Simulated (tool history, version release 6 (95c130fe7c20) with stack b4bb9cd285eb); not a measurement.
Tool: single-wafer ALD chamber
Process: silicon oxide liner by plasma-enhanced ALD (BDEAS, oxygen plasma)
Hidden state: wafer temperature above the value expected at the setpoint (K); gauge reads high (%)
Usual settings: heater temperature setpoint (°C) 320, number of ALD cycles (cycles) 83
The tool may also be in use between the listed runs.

run	hour	heater temperature setpoint (°C)	number of ALD cycles (cycles)	wafers since the last listed run	hours since the last thermocouple change	hours since the gauge calibration	read-back reference wafer on the same gauge, thickness_nm	mean film thickness on the monitor wafer (angstrom)
1	0.0	320	83	0	2628.7	425.8	6.605	70.68
2	53.3	320	83	325	2682.0	479.1	6.590	71.21
3	108.0	320	83	333	2736.7	533.8	6.604	70.28
4	206.4	320	90	600	2835.1	632.2	6.598	76.66
5	303.3	320	78	591	2932.0	729.1	6.592	66.53
6	363.3	320	78	366	2992.0	789.1	6.604	65.89
7	467.7	320	78	636	3096.4	893.5	6.604	66.03
# hour 522.0: thermocouple changed; heater temperature recalibrated
8	533.5	310	77	352	11.5	959.3	6.597	66.77
9	589.2	326	83	339	67.2	1015.0	6.612	70.00
10	635.1	313	83	279	113.1	1060.9	6.600	71.21
# hour 790.7: gauge calibrated
11	826.8	335	93	1169	304.8	36.1	6.599	77.36
12	869.0	308	69	257	347.0	78.3	6.590	59.48
13	968.9	320	94	609	446.9	178.2	6.598	80.04
14	1038.2	332	69	422	516.2	247.5	6.606	57.81
15	1129.3	320	83	555	607.3	338.6	6.592	70.39
16	1166.1	320	83	224	644.1	375.4	6.589	71.36

3 ways to go on from here, each from the tool as it stands after run 16. What would each give?
A	1166.6	320	83	3	644.6	375.9	?	?
B	1166.6	335	83	3	644.6	375.9	?	?
C	1166.6	332	94	3	644.6	375.9	?	?

run	read-back reference wafer on the same gauge, thickness_nm	mean film thickness on the monitor wafer (angstrom)
A	6.603	70.91
B	6.603	69.57
C	6.603	79.09
Without the tool's hidden state the same runs would have given:
run	mean film thickness on the monitor wafer (angstrom)
A	70.91
B	69.57
C	79.09
